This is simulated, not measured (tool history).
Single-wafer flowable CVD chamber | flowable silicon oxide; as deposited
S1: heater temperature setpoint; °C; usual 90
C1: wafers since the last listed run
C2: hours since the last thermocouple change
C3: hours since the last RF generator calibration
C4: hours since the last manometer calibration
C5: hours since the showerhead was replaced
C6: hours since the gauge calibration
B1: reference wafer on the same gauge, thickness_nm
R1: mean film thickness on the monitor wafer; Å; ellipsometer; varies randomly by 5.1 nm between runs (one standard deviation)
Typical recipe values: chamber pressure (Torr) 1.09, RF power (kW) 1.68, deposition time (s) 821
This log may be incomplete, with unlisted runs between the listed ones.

run 1 hour=0 | S1=99 chamber_pressure_(Torr)=1.09 RF_power_(kW)=1.68 deposition_time_(s)=694 | C1=0 C2=1307.3 C3=445.8 C4=704.8 C5=4413.5 C6=166.7 | B1=879.177 | R1=6497.14
run 2 hour=131.8 | S1=90 chamber_pressure_(Torr)=1.09 RF_power_(kW)=1.61 deposition_time_(s)=786 | C1=231 C2=1439.1 C3=577.6 C4=836.6 C5=4545.3 C6=298.5 | B1=881.54 | R1=9551.47
run 3 hour=199.2 | S1=90 chamber_pressure_(Torr)=1.09 RF_power_(kW)=1.61 deposition_time_(s)=786 | C1=118 C2=1506.5 C3=645 C4=904 C5=4612.7 C6=365.9 | B1=877.011 | R1=9600.79
run 4 hour=293.9 | S1=90 chamber_pressure_(Torr)=1.09 RF_power_(kW)=1.925 deposition_time_(s)=821 | C1=166 C2=1601.2 C3=739.7 C4=998.7 C5=4707.4 C6=460.6 | B1=878.839 | R1=10408.76
run 5 hour=364.1 | S1=90 chamber_pressure_(Torr)=1.09 RF_power_(kW)=1.68 deposition_time_(s)=821 | C1=123 C2=1671.4 C3=809.9 C4=1068.9 C5=4777.6 C6=530.8 | B1=881.747 | R1=10057.38
run 6 hour=405.6 | S1=90 chamber_pressure_(Torr)=1.09 RF_power_(kW)=1.68 deposition_time_(s)=821 | C1=72 C2=1712.9 C3=851.4 C4=1110.4 C5=4819.1 C6=572.3 | B1=880.769 | R1=9969.08
run 7 hour=487.5 | S1=90 chamber_pressure_(Torr)=1.09 RF_power_(kW)=1.68 deposition_time_(s)=821 | C1=143 C2=1794.8 C3=933.3 C4=1192.3 C5=4901 C6=654.2 | B1=879.149 | R1=10026.69
-- hour=497.2 RF generator calibrated
-- hour=541.1 showerhead replaced
-- hour=557.2 thermocouple changed; heater temperature recalibrated
-- hour=563.8 capacitance manometer re-zeroed and calibrated
-- hour=584.4 gauge calibrated
run 8 hour=593.8 | S1=90 chamber_pressure_(Torr)=1.09 RF_power_(kW)=1.68 deposition_time_(s)=707 | C1=132 C2=36.6 C3=96.6 C4=30 C5=52.7 C6=9.4 | B1=877.316 | R1=8300.96
run 9 hour=671.4 | S1=77 chamber_pressure_(Torr)=1.19 RF_power_(kW)=1.935 deposition_time_(s)=695 | C1=136 C2=114.2 C3=174.2 C4=107.6 C5=130.3 C6=87 | B1=880.588 | R1=13227.7
-- hour=711.5 thermocouple changed; heater temperature recalibrated, repeated, since the last time left the tool worse
run 10 hour=760.3 | S1=90 chamber_pressure_(Torr)=1.09 RF_power_(kW)=1.68 deposition_time_(s)=821 | C1=141 C2=48.8 C3=263.1 C4=196.5 C5=219.2 C6=175.9 | B1=881.506 | R1=10714.92
run 11 hour=865.7 | S1=90 chamber_pressure_(Torr)=1.09 RF_power_(kW)=1.68 deposition_time_(s)=821 | C1=184 C2=154.2 C3=368.5 C4=301.9 C5=324.6 C6=281.3 | B1=879.957 | R1=10604.46
run 12 hour=956.5 | S1=83 chamber_pressure_(Torr)=1.09 RF_power_(kW)=1.895 deposition_time_(s)=821 | C1=159 C2=245 C3=459.3 C4=392.7 C5=415.4 C6=372.1 | B1=877.834 | R1=13057.03
run 13 hour=993.6 | S1=90 chamber_pressure_(Torr)=1.09 RF_power_(kW)=1.68 deposition_time_(s)=918 | C1=65 C2=282.1 C3=496.4 C4=429.8 C5=452.5 C6=409.2 | B1=881.326 | R1=11771.54
run 14 hour=1051.5 | S1=90 chamber_pressure_(Torr)=0.95 RF_power_(kW)=1.375 deposition_time_(s)=821 | C1=101 C2=340 C3=554.3 C4=487.7 C5=510.4 C6=467.1 | B1=880.957 | R1=8442.77

Predict each of these 4 candidate next runs independently; none follows another, all start after run 14:
run A hour=1052.1 | S1=90 chamber_pressure_(Torr)=1.22 RF_power_(kW)=1.68 deposition_time_(s)=821 | C1=1 C2=340.6 C3=554.9 C4=488.3 C5=511 C6=467.7 | B1=? | R1=?
run B hour=1052.1 | S1=79 chamber_pressure_(Torr)=1.25 RF_power_(kW)=1.68 deposition_time_(s)=821 | C1=1 C2=340.6 C3=554.9 C4=488.3 C5=511 C6=467.7 | B1=? | R1=?
run C hour=1052.1 | S1=90 chamber_pressure_(Torr)=1.09 RF_power_(kW)=1.795 deposition_time_(s)=722 | C1=1 C2=340.6 C3=554.9 C4=488.3 C5=511 C6=467.7 | B1=? | R1=?
run D hour=1052.1 | S1=94 chamber_pressure_(Torr)=1.09 RF_power_(kW)=1.68 deposition_time_(s)=752 | C1=1 C2=340.6 C3=554.9 C4=488.3 C5=511 C6=467.7 | B1=? | R1=?

run=A B1=880.754 R1=11795.4
run=B B1=880.754 R1=16354.9
run=C B1=880.754 R1=9451.49
run=D B1=880.754 R1=8529.22
With no hidden state in the tool, these same runs would have given:
run=A R1=11940.37
run=B R1=16531.36
run=C R1=9567.65
run=D R1=8631.96
